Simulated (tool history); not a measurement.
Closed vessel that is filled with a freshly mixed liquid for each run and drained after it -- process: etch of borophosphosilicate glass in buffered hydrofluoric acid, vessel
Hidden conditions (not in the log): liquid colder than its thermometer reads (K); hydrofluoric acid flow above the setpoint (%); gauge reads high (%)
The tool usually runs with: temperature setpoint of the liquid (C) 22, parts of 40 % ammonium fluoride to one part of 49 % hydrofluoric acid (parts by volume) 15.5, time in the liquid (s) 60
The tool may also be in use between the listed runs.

run	hour	temperature setpoint of the liquid (C)	parts of 40 % ammonium fluoride to one part of 49 % hydrofluoric acid (parts by volume)	time in the liquid (s)	wafers since the last listed run	hours since the thermometer was replaced	hours since the hydrofluoric acid flow meter was replaced	hours since the gauge calibration	read-back film thickness of the borophosphosilicate glass reference wafer, read on the same gauge (nm)	thickness taken off the borophosphosilicate glass on a monitor wafer (Å)
1	0	22	19.5	60	0	2387.4	1586.2	505.9	90.01	555.7
2	13.5	22	19.5	60	1082	2400.9	1599.7	519.4	89.97	557.6
3	28.6	22	19.5	60	1210	2416	1614.8	534.5	90	558.8
4	55.1	22	15.5	60	2124	2442.5	1641.3	561	90	693.4
5	72.5	22	15.5	60	1395	2459.9	1658.7	578.4	90	705.7
6	102.3	22	15.5	60	2389	2489.7	1688.5	608.2	90.01	695.4
7	131.5	22	15.5	60	2341	2518.9	1717.7	637.4	89.99	695.4
8	149.6	22	15.5	60	1451	2537	1735.8	655.5	89.99	703.5
9	184.1	22	15.5	60	2766	2571.5	1770.3	690	90.02	699
# hour 203.5: hydrofluoric acid flow meter replaced
10	216.8	19	15.5	60	2541	2604.2	13.3	722.7	90.02	566
11	244.4	19	15.5	60	2212	2631.8	40.9	750.3	90	566.7
12	265.5	19	15.5	60	1691	2652.9	62	771.4	90.01	563.4
13	297.2	22	15.5	40	2541	2684.6	93.7	803.1	90	450.1
14	332.6	24.5	21.5	45	2838	2720	129.1	838.5	89.98	421.3
15	350.2	17.5	18	70	1411	2737.6	146.7	856.1	90.01	527.2
# hour 354.1: gauge calibrated
16	374.4	22	15.5	60	1940	2761.8	170.9	20.3	89.97	672
17	406	22	15.5	60	2533	2793.4	202.5	51.9	90	671.8
18	419.8	22	12	60	1106	2807.2	216.3	65.7	89.98	863.5
19	450.5	22	12	75	2461	2837.9	247	96.4	90	1078.5
20	469.8	22	15.5	35	1547	2857.2	266.3	115.7	89.98	394.1
21	481.9	26	17.5	40	970	2869.3	278.4	127.8	90.01	498.9
# hour 493.9: thermometer replaced
22	512.1	22	15.5	30	2341	18.2	308.6	158	90.01	340.5
23	531.9	22	17	60	1587	38	328.4	177.8	90.02	614.9
24	559.2	19	20	60	2188	65.3	355.7	205.1	89.99	443.1
25	572.7	22	11	35	1082	78.8	369.2	218.6	90	550.2
26	594.7	19.5	11.5	60	1763	100.8	391.2	240.6	90	795.5
27	610.9	24.5	21.5	45	1298	117	407.4	256.8	89.99	427.2
28	624.6	22	21.5	60	1098	130.7	421.1	270.5	90	495.3
29	659.7	24.5	20.5	85	2814	165.8	456.2	305.6	90	834
30	695.3	19	19.5	75	2854	201.4	491.8	341.2	90.01	574.2
31	723.8	22	15.5	35	2285	229.9	520.3	369.7	90	397.6

How the hidden state differs across the entries between the runs, from the last listed run before each to the first after it:
In the gap between runs 9 and 10: hydrofluoric acid flow meter replaced (hour 203.5)
  hydrofluoric acid flow above the setpoint (%): 6.06 -> 1.37
  what was measured, less what the result would be without the hidden state, thickness taken off the borophosphosilicate glass on a monitor wafer (Å): +39.5 -> +7.6
In the gap between runs 15 and 16: gauge calibrated (hour 354.1)
  hydrofluoric acid flow above the setpoint (%): 1.77 -> 1.84
  what was measured, less what the result would be without the hidden state, thickness taken off the borophosphosilicate glass on a monitor wafer (Å): +9.1 -> +12
In the gap between runs 21 and 22: thermometer replaced (hour 493.9)
  hydrofluoric acid flow above the setpoint (%): 2.17 -> 2.26
  what was measured, less what the result would be without the hidden state, thickness taken off the borophosphosilicate glass on a monitor wafer (Å): +10.4 -> +7.4
